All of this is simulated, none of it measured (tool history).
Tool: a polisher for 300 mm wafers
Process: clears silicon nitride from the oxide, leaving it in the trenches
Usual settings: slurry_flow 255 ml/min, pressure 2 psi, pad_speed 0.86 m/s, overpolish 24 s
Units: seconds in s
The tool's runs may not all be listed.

| run | hour | slurry_flow | pressure | pad_speed | overpolish | wafers since the last listed run | wafers polished on this pad | hours since the slurry nozzle was cleaned | hours since the head pressure was calibrated | incoming thickness of the incoming film, nm | seconds |
|---|---|---|---|---|---|---|---|---|---|---|---|
| 1 | 0 | 255 | 2 | 0.86 | 24 | 0 | 142 | 276.5 | 982.9 | 50.6 | 70 |
| 2 | 12.2 | 255 | 2 | 0.86 | 24 | 116 | 259 | 288.7 | 995.1 | 49.9 | 70.6 |
| 3 | 22.2 | 255 | 2 | 0.86 | 24 | 95 | 354 | 298.7 | 1005.1 | 50 | 72 |
| 4 | 36.9 | 300 | 2.3 | 0.86 | 24 | 140 | 494 | 313.4 | 1019.8 | 49.6 | 61.2 |
| 5 | 47.4 | 255 | 2 | 0.98 | 24 | 100 | 594 | 323.9 | 1030.3 | 50.6 | 67 |
|  | 56.1 | worn pad replaced by a new one |
| 6 | 56.6 | 255 | 2 | 0.86 | 24 | 49 | 4 | 333.1 | 1039.5 | 49.4 | 63.9 |
| 7 | 61.7 | 255 | 2 | 0.86 | 24 | 48 | 53 | 338.2 | 1044.6 | 48.9 | 64.3 |
| 8 | 76.9 | 255 | 2 | 0.86 | 24 | 145 | 198 | 353.4 | 1059.8 | 50.4 | 68.6 |
| 9 | 90 | 255 | 2 | 0.86 | 24 | 125 | 323 | 366.5 | 1072.9 | 49.3 | 70.2 |
| 10 | 102.2 | 255 | 2.4 | 0.86 | 24 | 116 | 439 | 378.7 | 1085.1 | 50 | 60.6 |
|  | 106.6 | slurry nozzle cleaned |
| 11 | 111.8 | 175 | 2.2 | 0.86 | 24 | 82 | 521 | 5.2 | 1094.7 | 50.4 | 69.8 |
| 12 | 123.7 | 190 | 2.6 | 0.7 | 30 | 113 | 635 | 17.1 | 1106.6 | 50.5 | 72.7 |
|  | 132 | head pressure recalibrated |
| 13 | 133.3 | 255 | 1.4 | 0.86 | 24 | 72 | 707 | 26.7 | 1.3 | 50.3 | 106.1 |
|  | 140.1 | worn pad replaced by a new one |
| 14 | 147.3 | 230 | 2.2 | 0.86 | 13 | 95 | 68 | 40.7 | 15.3 | 50.3 | 61.6 |
| 15 | 161.5 | 220 | 1.3 | 0.86 | 13 | 135 | 204 | 54.9 | 29.5 | 49.3 | 109.1 |
| 16 | 208.3 | 255 | 2 | 0.62 | 24 | 446 | 650 | 101.7 | 76.3 | 50.7 | 102 |

How the hidden state differs across the entries between the runs, from the last listed run before each to the first after it:
Between runs 5 and 6: worn pad replaced by a new one (hour 56.1)
  removal rate lost through wear of the pad, %: 13.3 -> 0.81
  measured less the result without the state, seconds: +8.9 -> +0.5 s
Between runs 10 and 11: slurry nozzle cleaned (hour 106.6)
  removal rate lost through wear of the pad, %: 10.8 -> 11.5
  measured less the result without the state, seconds: +6.5 -> +8 s
Between runs 12 and 13: head pressure recalibrated (hour 132)
  removal rate lost through wear of the pad, %: 12.1 -> 12.4
  measured less the result without the state, seconds: +8.8 -> +13.2 s
Between runs 13 and 14: worn pad replaced by a new one (hour 140.1)
  removal rate lost through wear of the pad, %: 12.4 -> 3.14
  measured less the result without the state, seconds: +13.2 -> +1.9 s
